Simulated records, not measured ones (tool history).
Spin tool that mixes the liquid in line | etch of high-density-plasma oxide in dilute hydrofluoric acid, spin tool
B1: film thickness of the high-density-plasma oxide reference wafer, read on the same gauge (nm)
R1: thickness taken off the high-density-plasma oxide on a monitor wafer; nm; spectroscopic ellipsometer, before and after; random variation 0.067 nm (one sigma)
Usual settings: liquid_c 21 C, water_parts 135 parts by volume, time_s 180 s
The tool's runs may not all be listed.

Run 1, day 0: usual settings; B1 81.96. Result: R1 8.39 nm.
Run 2, day 2.892: usual settings; B1 82.23. Result: R1 8.34 nm.
Run 3, day 4.771: usual settings but liquid_c 23 C; B1 82.44. Result: R1 9.18 nm.
Run 4, day 7.183: usual settings but liquid_c 23 C; B1 82.72. Result: R1 9 nm.
Run 5, day 9.275: usual settings but liquid_c 23 C; B1 82.94. Result: R1 9.11 nm.
Run 6, day 11.554: usual settings but time_s 100 s; B1 83.23. Result: R1 4.74 nm.
At day 15.646: thermometer replaced.
Run 7, day 15.996: usual settings; B1 83.81. Result: R1 8.46 nm.
At day 16.912: hydrofluoric acid flow meter replaced.
Run 8, day 20.125: usual settings; B1 84.38. Result: R1 8.61 nm.
Run 9, day 22.592: usual settings; B1 84.76. Result: R1 8.65 nm.
Run 10, day 26.146: usual settings but liquid_c 19 C, time_s 95 s; B1 85.29. Result: R1 4.21 nm.
Run 11, day 28.867: usual settings but liquid_c 19 C, time_s 95 s; B1 85.74. Result: R1 4.29 nm.
Run 12, day 30.758: usual settings; B1 86.07. Result: R1 8.68 nm.
At day 33.417: gauge calibrated.
Run 13, day 33.508: usual settings but time_s 235 s; B1 79.44. Result: R1 10.5 nm.
Run 14, day 37.092: usual settings but water_parts 175 parts by volume; B1 79.45. Result: R1 5.9 nm.
Run 15, day 41.579: usual settings but liquid_c 26 C, water_parts 75 parts by volume, time_s 125 s; B1 79.52. Result: R1 13.42 nm.

Run 16 comes next. What will it give?
Run 16, day 43.217: usual settings but liquid_c 18 C, time_s 145 s; B1 ?. Result: R1 ?.

B1: 79.55
R1: 5.7 nm
Without the tool's hidden state the same run would have given R1 5.73 nm.

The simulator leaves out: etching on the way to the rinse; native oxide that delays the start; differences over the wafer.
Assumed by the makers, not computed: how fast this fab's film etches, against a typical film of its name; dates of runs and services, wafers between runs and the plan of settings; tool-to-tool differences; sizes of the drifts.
